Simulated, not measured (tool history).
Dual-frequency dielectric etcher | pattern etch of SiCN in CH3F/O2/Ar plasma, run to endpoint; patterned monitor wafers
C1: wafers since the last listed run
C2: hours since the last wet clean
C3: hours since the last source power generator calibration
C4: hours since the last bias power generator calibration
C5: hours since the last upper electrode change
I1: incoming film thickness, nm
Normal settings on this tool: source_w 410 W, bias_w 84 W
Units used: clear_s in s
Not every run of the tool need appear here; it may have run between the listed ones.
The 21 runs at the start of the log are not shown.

Run 22, hour 1017.8: usual settings but source_w 330 W, bias_w 69 W; C1 1316; C2 407.2; C3 424.3; C4 400.1; C5 65.2; I1 8.38. Result: clear_s 24.2 s.
Run 23, hour 1087.9: usual settings; C1 1432; C2 477.3; C3 494.4; C4 470.2; C5 135.3; I1 8.39. Result: clear_s 20.8 s.
At hour 1119.2: wet clean of the chamber.
Run 24, hour 1158: usual settings but source_w 350 W; C1 942; C2 38.8; C3 564.5; C4 540.3; C5 205.4; I1 8.45. Result: clear_s 22 s.
Run 25, hour 1199.7: usual settings but source_w 320 W; C1 852; C2 80.5; C3 606.2; C4 582; C5 247.1; I1 8.42. Result: clear_s 22.4 s.
Run 26, hour 1229.9: usual settings but source_w 360 W; C1 617; C2 110.7; C3 636.4; C4 612.2; C5 277.3; I1 8.34. Result: clear_s 21.5 s.
Run 27, hour 1407.9: usual settings but source_w 490 W; C1 3638; C2 288.7; C3 814.4; C4 790.2; C5 455.3; I1 8.47. Result: clear_s 20.1 s.
Run 28, hour 1469.2: usual settings but source_w 480 W, bias_w 100 W; C1 1252; C2 350; C3 875.7; C4 851.5; C5 516.6; I1 8.38. Result: clear_s 18.3 s.
Run 29, hour 1498.6: usual settings; C1 600; C2 379.4; C3 905.1; C4 880.9; C5 546; I1 8.4. Result: clear_s 20.7 s.
At hour 1575.9: wet clean of the chamber.
Run 30, hour 1654.5: usual settings but bias_w 97 W; C1 2695; C2 78.6; C3 1061; C4 1036.8; C5 701.9; I1 8.41. Result: clear_s 19.5 s.

Here are 5 independent what-if runs from the current tool condition. What would each one return?
Run A, hour 1654.9: usual settings; C1 8; C2 79; C3 1061.4; C4 1037.2; C5 702.3; I1 8.34. Result: clear_s ?.
Run B, hour 1654.9: usual settings but source_w 380 W, bias_w 69 W; C1 8; C2 79; C3 1061.4; C4 1037.2; C5 702.3; I1 8.34. Result: clear_s ?.
Run C, hour 1654.9: usual settings but source_w 480 W, bias_w 99 W; C1 8; C2 79; C3 1061.4; C4 1037.2; C5 702.3; I1 8.34. Result: clear_s ?.
Run D, hour 1654.9: usual settings but source_w 360 W, bias_w 66 W; C1 8; C2 79; C3 1061.4; C4 1037.2; C5 702.3; I1 8.34. Result: clear_s ?.
Run E, hour 1654.9: usual settings but bias_w 66 W; C1 8; C2 79; C3 1061.4; C4 1037.2; C5 702.3; I1 8.34. Result: clear_s ?.

run  clear_s
  A     20.8
  B     23.4
  C     18.4
  D     24.3
  E     23.5
With no hidden state in the tool, these same runs would have given:
run  clear_s
  A       21
  B     23.7
  C     18.6
  D     24.6
  E     23.8
